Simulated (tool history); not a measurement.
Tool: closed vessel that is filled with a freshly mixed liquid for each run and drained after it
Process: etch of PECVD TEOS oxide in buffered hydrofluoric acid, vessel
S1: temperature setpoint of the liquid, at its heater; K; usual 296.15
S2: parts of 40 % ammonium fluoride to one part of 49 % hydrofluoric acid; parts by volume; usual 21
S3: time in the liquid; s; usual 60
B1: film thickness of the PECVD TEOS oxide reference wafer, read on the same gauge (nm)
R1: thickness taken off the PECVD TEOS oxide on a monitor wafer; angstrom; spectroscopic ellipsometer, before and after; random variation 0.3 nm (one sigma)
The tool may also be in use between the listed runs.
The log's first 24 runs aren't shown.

run 25 hour=1265.6 | S1=293.15 S2=26.5 S3=70 | B1=100.04 | R1=564.3
run 26 hour=1293.5 | S1=296.15 S2=21 S3=60 | B1=99.97 | R1=667.6
run 27 hour=1319.3 | S1=296.15 S2=14.5 S3=60 | B1=100.05 | R1=958
run 28 hour=1371.9 | S1=298.15 S2=18 S3=40 | B1=100.02 | R1=569.5
-- hour=1481.2 gauge calibrated
run 29 hour=1553.5 | S1=300.65 S2=21 S3=40 | B1=100.03 | R1=569.5
run 30 hour=1592 | S1=296.15 S2=23.5 S3=60 | B1=99.97 | R1=617.2
run 31 hour=1645.7 | S1=291.15 S2=18.5 S3=60 | B1=99.99 | R1=561.7
run 32 hour=1674.1 | S1=291.65 S2=17.5 S3=80 | B1=100.01 | R1=815.4

5 ways to go on from here, each from the tool as it stands after run 32. What would each give?
run A hour=1674.8 | S1=296.15 S2=21 S3=60 | B1=? | R1=?
run B hour=1674.8 | S1=296.15 S2=21 S3=90 | B1=? | R1=?
run C hour=1674.8 | S1=294.15 S2=17.5 S3=60 | B1=? | R1=?
run D hour=1674.8 | S1=299.65 S2=24.5 S3=60 | B1=? | R1=?
run E hour=1674.8 | S1=300.65 S2=21 S3=60 | B1=? | R1=?

run=A B1=100.03 R1=673.3
run=B B1=100.03 R1=1009.9
run=C B1=100.03 R1=711
run=D B1=100.03 R1=733
run=E B1=100.03 R1=859.8
Without the tool's hidden state the same runs would have given:
run=A R1=673.3
run=B R1=1009.9
run=C R1=711
run=D R1=733
run=E R1=859.8
